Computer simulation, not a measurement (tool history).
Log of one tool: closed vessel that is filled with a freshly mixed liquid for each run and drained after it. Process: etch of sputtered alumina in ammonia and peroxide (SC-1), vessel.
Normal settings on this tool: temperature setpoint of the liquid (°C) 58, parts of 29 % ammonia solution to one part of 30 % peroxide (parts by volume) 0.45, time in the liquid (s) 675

| run | day | temperature setpoint of the liquid (°C) | parts of 29 % ammonia solution to one part of 30 % peroxide (parts by volume) | time in the liquid (s) | read-back film thickness of the sputtered alumina reference wafer, read on the same gauge (nm) | thickness taken off the sputtered alumina on a monitor wafer (Å) |
|---|---|---|---|---|---|---|
| 1 | 0 | 58 | 0.45 | 675 | 39.99 | 351.2 |
| 2 | 0.258 | 58 | 0.45 | 675 | 39.99 | 353.2 |
| 3 | 0.862 | 58 | 0.45 | 675 | 39.99 | 350.3 |
| 4 | 1.5 | 58 | 0.45 | 675 | 40 | 351.1 |
| 5 | 1.933 | 58 | 0.3 | 675 | 39.99 | 337.5 |
| 6 | 2.642 | 58 | 0.3 | 675 | 40 | 339.2 |
| 7 | 3.279 | 58 | 0.45 | 675 | 39.99 | 352 |
| 8 | 3.55 | 58 | 0.45 | 675 | 40 | 352.7 |
| 9 | 3.938 | 58 | 0.45 | 675 | 40 | 351.8 |
| 10 | 4.612 | 62.5 | 0.6 | 550 | 40.02 | 371.1 |
|  | 4.792 | new drum of ammonia solution connected |
| 11 | 5.221 | 54 | 0.3 | 330 | 39.99 | 135.3 |
|  | 5.346 | ammonia flow meter replaced |
|  | 5.821 | gauge calibrated |
| 12 | 5.85 | 58 | 0.45 | 675 | 40 | 351.9 |
| 13 | 6.412 | 48.5 | 0.3 | 270 | 39.99 | 81.9 |
|  | 6.462 | thermometer replaced |
| 14 | 6.917 | 55 | 0.4 | 675 | 39.99 | 322.5 |
| 15 | 7.608 | 58 | 0.45 | 675 | 40 | 378 |
| 16 | 8.025 | 50.5 | 0.45 | 1020 | 40.01 | 388.5 |
| 17 | 8.646 | 63.5 | 0.35 | 470 | 39.98 | 340 |
|  | 8.717 | thermometer replaced, repeated, since the last time left the tool worse |
| 18 | 9.254 | 58 | 0.45 | 675 | 40.02 | 322.5 |

What the log doesn't show, run by run:
ammonia flow below the setpoint (%): 0 on each run
ammonia solution weaker than its label (%): 0 on each run
gauge reads high (%): 0 on each run
H1: liquid hotter than its thermometer reads (K)
| run | H1 |
|---|---|
| 1 | 1.7 |
| 2 | 1.7 |
| 3 | 1.71 |
| 4 | 1.72 |
| 5 | 1.73 |
| 6 | 1.74 |
| 7 | 1.75 |
| 8 | 1.75 |
| 9 | 1.75 |
| 10 | 1.76 |
| 11 | 1.77 |
| 12 | 1.78 |
| 13 | 1.79 |
| 14 | 3.22 |
| 15 | 3.23 |
| 16 | 3.24 |
| 17 | 3.25 |
| 18 | 0.0575 |
